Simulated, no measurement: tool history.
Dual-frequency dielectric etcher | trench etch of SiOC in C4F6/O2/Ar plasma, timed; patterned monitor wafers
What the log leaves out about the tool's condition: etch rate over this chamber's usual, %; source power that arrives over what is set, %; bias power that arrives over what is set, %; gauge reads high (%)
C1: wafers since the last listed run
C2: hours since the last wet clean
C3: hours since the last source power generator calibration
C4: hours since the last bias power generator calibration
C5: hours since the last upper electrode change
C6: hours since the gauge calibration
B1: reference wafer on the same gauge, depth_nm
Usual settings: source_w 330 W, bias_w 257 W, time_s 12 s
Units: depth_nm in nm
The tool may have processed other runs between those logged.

Run 1, hour 0: usual settings but bias_w 273 W; C1 0; C2 211.9; C3 2148.3; C4 4173.8; C5 5981.1; C6 66.8; B1 27.97. Result: depth_nm 28.23 nm.
Run 2, hour 10.9: usual settings but bias_w 273 W; C1 115; C2 222.8; C3 2159.2; C4 4184.7; C5 5992; C6 77.7; B1 27.98. Result: depth_nm 28.32 nm.
Run 3, hour 25.3: usual settings but bias_w 273 W; C1 151; C2 237.2; C3 2173.6; C4 4199.1; C5 6006.4; C6 92.1; B1 28.03. Result: depth_nm 28.13 nm.
Run 4, hour 39.5: usual settings but bias_w 291 W; C1 149; C2 251.4; C3 2187.8; C4 4213.3; C5 6020.6; C6 106.3; B1 28.01. Result: depth_nm 29.04 nm.
Run 5, hour 51.3: usual settings; C1 124; C2 263.2; C3 2199.6; C4 4225.1; C5 6032.4; C6 118.1; B1 27.96. Result: depth_nm 27.53 nm.
Run 6, hour 61.1: usual settings; C1 103; C2 273; C3 2209.4; C4 4234.9; C5 6042.2; C6 127.9; B1 28.02. Result: depth_nm 27.41 nm.
At hour 71.9: gauge calibrated.
Run 7, hour 78.3: usual settings but source_w 300 W, bias_w 298 W; C1 181; C2 290.2; C3 2226.6; C4 4252.1; C5 6059.4; C6 6.4; B1 28. Result: depth_nm 28.91 nm.
Run 8, hour 93.6: usual settings but time_s 9.5 s; C1 161; C2 305.5; C3 2241.9; C4 4267.4; C5 6074.7; C6 21.7; B1 27.98. Result: depth_nm 21.93 nm.
Run 9, hour 99.7: usual settings but time_s 9.5 s; C1 64; C2 311.6; C3 2248; C4 4273.5; C5 6080.8; C6 27.8; B1 27.97. Result: depth_nm 21.97 nm.
Run 10, hour 106.5: usual settings but source_w 370 W, time_s 9.5 s; C1 71; C2 318.4; C3 2254.8; C4 4280.3; C5 6087.6; C6 34.6; B1 27.96. Result: depth_nm 22.73 nm.
At hour 111.3: bias power generator calibrated.
At hour 142.6: upper electrode replaced.
Run 11, hour 143.1: usual settings but source_w 370 W, time_s 9.5 s; C1 90; C2 355; C3 2291.4; C4 31.8; C5 0.5; C6 71.2; B1 27.99. Result: depth_nm 22.56 nm.
Run 12, hour 143.4: usual settings; C1 3; C2 355.3; C3 2291.7; C4 32.1; C5 0.8; C6 71.5; B1 28.03. Result: depth_nm 27.87 nm.
Run 13, hour 172.3: usual settings but source_w 300 W, bias_w 298 W; C1 305; C2 384.2; C3 2320.6; C4 61; C5 29.7; C6 100.4; B1 27.99. Result: depth_nm 28.9 nm.
Run 14, hour 189.7: usual settings but bias_w 275 W, time_s 10 s; C1 183; C2 401.6; C3 2338; C4 78.4; C5 47.1; C6 117.8; B1 27.97. Result: depth_nm 23.88 nm.
Run 15, hour 200.1: usual settings but source_w 380 W, bias_w 276 W, time_s 10.5 s; C1 109; C2 412; C3 2348.4; C4 88.8; C5 57.5; C6 128.2; B1 27.98. Result: depth_nm 26.35 nm.
At hour 223.9: source power generator calibrated.
At hour 229.1: wet clean of the chamber.
Run 16, hour 229.6: usual settings but source_w 370 W, time_s 11 s; C1 214; C2 0.5; C3 5.7; C4 118.3; C5 87; C6 157.7; B1 28.04. Result: depth_nm 25.58 nm.
Run 17, hour 229.9: usual settings but source_w 370 W, time_s 9.5 s; C1 3; C2 0.8; C3 6; C4 118.6; C5 87.3; C6 158; B1 27.99. Result: depth_nm 22.12 nm.
At hour 235.7: gauge calibrated.
Run 18, hour 238.4: usual settings; C1 89; C2 9.3; C3 14.5; C4 127.1; C5 95.8; C6 2.7; B1 28.01. Result: depth_nm 27.17 nm.
Run 19, hour 247.6: usual settings but source_w 290 W, bias_w 288 W, time_s 14.5 s; C1 97; C2 18.5; C3 23.7; C4 136.3; C5 105; C6 11.9; B1 28.02. Result: depth_nm 33.18 nm.
Run 20, hour 262.9: usual settings but source_w 350 W; C1 161; C2 33.8; C3 39; C4 151.6; C5 120.3; C6 27.2; B1 27.97. Result: depth_nm 27.58 nm.
Run 21, hour 291.9: usual settings but source_w 270 W, time_s 11 s; C1 306; C2 62.8; C3 68; C4 180.6; C5 149.3; C6 56.2; B1 27.98. Result: depth_nm 23.57 nm.
Run 22, hour 301.3: usual settings but source_w 370 W, bias_w 314 W; C1 99; C2 72.2; C3 77.4; C4 190; C5 158.7; C6 65.6; B1 27.96. Result: depth_nm 30.65 nm.

Here are 3 independent what-if runs from the current tool condition. What would each one return?
Run A, hour 301.7: usual settings; C1 4; C2 72.6; C3 77.8; C4 190.4; C5 159.1; C6 66; B1 ?. Result: depth_nm ?.
Run B, hour 301.7: usual settings but time_s 11 s; C1 4; C2 72.6; C3 77.8; C4 190.4; C5 159.1; C6 66; B1 ?. Result: depth_nm ?.
Run C, hour 301.7: usual settings but bias_w 281 W, time_s 13 s; C1 4; C2 72.6; C3 77.8; C4 190.4; C5 159.1; C6 66; B1 ?. Result: depth_nm ?.

run     B1  depth_nm
  A  28.01     27.45
  B  28.01     25.17
  C  28.01     30.88
Without the tool's unlogged condition, the same runs would have read:
run  depth_nm
  A      27.1
  B     24.84
  C     30.49

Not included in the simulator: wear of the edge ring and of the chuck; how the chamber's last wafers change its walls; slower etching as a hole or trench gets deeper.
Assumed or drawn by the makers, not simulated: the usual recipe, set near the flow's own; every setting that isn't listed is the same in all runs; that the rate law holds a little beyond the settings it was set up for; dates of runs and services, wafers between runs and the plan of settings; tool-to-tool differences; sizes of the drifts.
